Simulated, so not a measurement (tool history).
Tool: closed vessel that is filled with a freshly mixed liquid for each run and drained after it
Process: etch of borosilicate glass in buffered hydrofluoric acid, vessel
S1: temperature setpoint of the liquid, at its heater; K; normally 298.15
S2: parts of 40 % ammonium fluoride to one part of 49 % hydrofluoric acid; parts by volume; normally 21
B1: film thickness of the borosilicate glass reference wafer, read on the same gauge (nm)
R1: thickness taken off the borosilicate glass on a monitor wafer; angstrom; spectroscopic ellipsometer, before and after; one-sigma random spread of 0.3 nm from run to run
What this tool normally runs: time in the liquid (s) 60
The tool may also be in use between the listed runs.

Run 1, hour 0: usual settings but time in the liquid (s) 75; B1 60. Result: R1 571.3 angstrom.
Run 2, hour 65.5: usual settings but time in the liquid (s) 75; B1 60.01. Result: R1 563.5 angstrom.
Run 3, hour 169.4: usual settings but time in the liquid (s) 75; B1 60. Result: R1 579 angstrom.
At hour 181.2: hydrofluoric acid flow meter replaced.
Run 4, hour 277.2: usual settings; B1 60. Result: R1 430.2 angstrom.
Run 5, hour 336.1: usual settings; B1 60. Result: R1 431.6 angstrom.
Run 6, hour 377.8: usual settings; B1 60. Result: R1 433 angstrom.
Run 7, hour 433.6: usual settings but S2 17.5 parts by volume; B1 60.01. Result: R1 513.2 angstrom.
Run 8, hour 518.2: usual settings but S2 17.5 parts by volume; B1 60. Result: R1 518.9 angstrom.
Run 9, hour 587.4: usual settings but S1 296.15 K; B1 60.01. Result: R1 391.9 angstrom.
Run 10, hour 678.5: usual settings but S2 27 parts by volume, time in the liquid (s) 35; B1 60. Result: R1 213.9 angstrom.
Run 11, hour 722.3: usual settings but S2 27 parts by volume, time in the liquid (s) 35; B1 60.01. Result: R1 212.8 angstrom.
At hour 734.6: gauge calibrated.
Run 12, hour 773.2: usual settings but S2 27 parts by volume, time in the liquid (s) 35; B1 60.01. Result: R1 214.4 angstrom.
Run 13, hour 829.1: usual settings; B1 60. Result: R1 439.4 angstrom.
Run 14, hour 921.4: usual settings; B1 60. Result: R1 441.1 angstrom.
Run 15, hour 968.5: usual settings; B1 60.02. Result: R1 441 angstrom.
Run 16, hour 1035.2: usual settings; B1 59.98. Result: R1 443.5 angstrom.
Run 17, hour 1104.9: usual settings; B1 60.01. Result: R1 450.4 angstrom.
Run 18, hour 1169.1: usual settings but S1 301.15 K, S2 18 parts by volume, time in the liquid (s) 80; B1 60.01. Result: R1 810.3 angstrom.
At hour 1224.4: thermometer replaced.
Run 19, hour 1225.5: usual settings but S1 296.15 K, S2 26 parts by volume, time in the liquid (s) 35; B1 60. Result: R1 202 angstrom.
Run 20, hour 1358: usual settings but S1 295.65 K, time in the liquid (s) 80; B1 60. Result: R1 522 angstrom.
Run 21, hour 1421.1: usual settings; B1 59.99. Result: R1 456.8 angstrom.

Forecast run 22:
Run 22, hour 1519.9: usual settings but S1 299.65 K; B1 ?. Result: R1 ?.

{"run 22": {"B1": 60, "R1": 492.3}}
With no hidden state in the tool, this same run would have given R1 458.1 angstrom.
